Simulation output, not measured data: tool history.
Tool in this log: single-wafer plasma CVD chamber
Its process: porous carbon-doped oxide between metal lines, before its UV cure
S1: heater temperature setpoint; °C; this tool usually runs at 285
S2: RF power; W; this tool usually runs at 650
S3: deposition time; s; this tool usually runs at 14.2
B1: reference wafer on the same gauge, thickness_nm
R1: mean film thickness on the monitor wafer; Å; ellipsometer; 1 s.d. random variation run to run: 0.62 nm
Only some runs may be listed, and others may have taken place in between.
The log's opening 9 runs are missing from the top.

run,hour,S1,S2,S3,B1,R1
10,1051.1,285,650,14.2,122.122,1051.42
11,1119.4,300,705,12.8,122.132,912.34
12,1218.5,285,650,13.1,121.998,970.22
13,1322.3,285,570,16.6,121.945,1086
14,1391,270,650,13,121.897,1057.71
15,1432.5,285,650,14.2,121.851,1046.81
16,1518.9,271,715,15.4,121.75,1339.73
17,1574.7,285,540,14.2,121.867,882.17
18,1681.2,285,650,14.2,121.893,1040.08
19,1752.3,298,580,14.2,122.077,861.58
20,1789.9,290,550,17,121.565,1029.96
# hour 1848.5: showerhead replaced
21,1881.4,285,650,14.2,121.725,1036.09
# hour 1912.4: RF generator calibrated
22,1989.2,271,650,14.2,122.058,1187.58
23,2084.3,298,705,13.1,122.012,975.48
24,2190.5,281,555,17,122.018,1163.89
25,2293.9,271,715,15.4,121.832,1396.82
26,2390.3,285,650,14.2,122.058,1088.26
27,2481,273,690,16.7,121.972,1452.39
28,2563.1,285,650,14.2,121.968,1081.37
29,2663.4,285,650,14.2,122.178,1076.87
30,2720.3,300,705,12.8,121.996,945.17
# hour 2741.1: thermocouple changed; heater temperature recalibrated
31,2782,297,560,14.2,121.565,841.15
32,2851.8,277,650,16.4,121.782,1250.77
33,2912,285,650,14.2,121.617,1026.04

5 options for the next run, each taken on its own from the tool as it stands now. Forecast them:
A,2912.4,285,650,14.2,?,?
B,2912.4,285,555,14.2,?,?
C,2912.4,278,705,13.4,?,?
D,2912.4,295,580,16.3,?,?
E,2912.4,285,580,15.4,?,?

run,B1,R1
A,121.967,1015.82
B,121.967,888.35
C,121.967,1076.63
D,121.967,987.2
E,121.967,998.35
Had the tool no hidden state, the same runs would have come out as:
run,R1
A,1042.71
B,912.41
C,1104.54
D,1013.77
E,1025.08

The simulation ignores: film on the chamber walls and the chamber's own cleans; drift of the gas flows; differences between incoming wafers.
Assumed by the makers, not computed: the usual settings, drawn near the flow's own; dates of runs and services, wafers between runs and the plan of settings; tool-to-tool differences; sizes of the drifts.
